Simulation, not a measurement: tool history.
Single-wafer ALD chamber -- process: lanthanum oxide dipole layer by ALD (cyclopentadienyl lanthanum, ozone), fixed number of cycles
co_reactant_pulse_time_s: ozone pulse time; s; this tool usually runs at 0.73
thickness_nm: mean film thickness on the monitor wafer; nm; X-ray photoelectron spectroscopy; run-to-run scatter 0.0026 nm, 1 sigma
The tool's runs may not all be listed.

run    hour  co_reactant_pulse_time_s  wafers since the last listed run  hours since the last thermocouple change  hours since the last ozone generator service  hours since the showerhead was replaced  hours since the gauge calibration  read-back reference wafer on the same gauge, thickness_nm  thickness_nm
  1     0.0                      0.73                                 0                                    1105.2                                         624.1                                   5473.6                              434.4                                                      0.514         0.432
  2    96.0                      0.73                              1273                                    1201.2                                         720.1                                   5569.6                              530.4                                                      0.513         0.432
  3   153.8                      0.58                               767                                    1259.0                                         777.9                                   5627.4                              588.2                                                      0.515         0.403
  4   208.8                      0.58                               729                                    1314.0                                         832.9                                   5682.4                              643.2                                                      0.514         0.395
  5   262.0                      0.73                               705                                    1367.2                                         886.1                                   5735.6                              696.4                                                      0.514         0.431
      363.8  -- thermocouple changed; heater temperature recalibrated
  6   364.5                      0.51                              1254                                       0.7                                         988.6                                   5838.1                              798.9                                                      0.514         0.375
  7   461.1                      0.51                              1281                                      97.3                                        1085.2                                   5934.7                              895.5                                                      0.515         0.372
      479.4  -- showerhead replaced
      517.1  -- gauge calibrated
  8   543.1                      0.73                               982                                     179.3                                        1167.2                                     63.7                               26.0                                                      0.514         0.422
  9   634.0                      0.73                              1206                                     270.2                                        1258.1                                    154.6                              116.9                                                      0.513         0.423
      675.7  -- ozone generator serviced
 10   708.7                      0.47                               885                                     344.9                                          33.0                                    229.3                              191.6                                                      0.514         0.379
 11   761.4                      0.98                               699                                     397.6                                          85.7                                    282.0                              244.3                                                      0.515         0.492
 12   834.2                      0.45                               966                                     470.4                                         158.5                                    354.8                              317.1                                                      0.514         0.372
 13   925.0                      0.92                              1204                                     561.2                                         249.3                                    445.6                              407.9                                                      0.513         0.476
 14  1019.6                      0.85                              1255                                     655.8                                         343.9                                    540.2                              502.5                                                      0.514         0.463

Consider 5 possible next runs. They are alternatives, not a sequence: every one starts from the tool as it was left by run 14. What does each give?
  A  1020.0                      0.61                                 5                                     656.2                                         344.3                                    540.6                              502.9                                                          ?             ?
  B  1020.0                      0.96                                 5                                     656.2                                         344.3                                    540.6                              502.9                                                          ?             ?
  C  1020.0                      0.48                                 5                                     656.2                                         344.3                                    540.6                              502.9                                                          ?             ?
  D  1020.0                      0.84                                 5                                     656.2                                         344.3                                    540.6                              502.9                                                          ?             ?
  E  1020.0                      0.88                                 5                                     656.2                                         344.3                                    540.6                              502.9                                                          ?             ?

run  read-back reference wafer on the same gauge, thickness_nm  thickness_nm
  A                                                      0.515         0.416
  B                                                      0.515         0.483
  C                                                      0.515         0.381
  D                                                      0.515         0.464
  E                                                      0.515         0.471
Take away the tool's hidden state, keep each run's random variation, and the runs would have read:
run  thickness_nm
  A         0.422
  B         0.488
  C         0.387
  D         0.469
  E         0.476
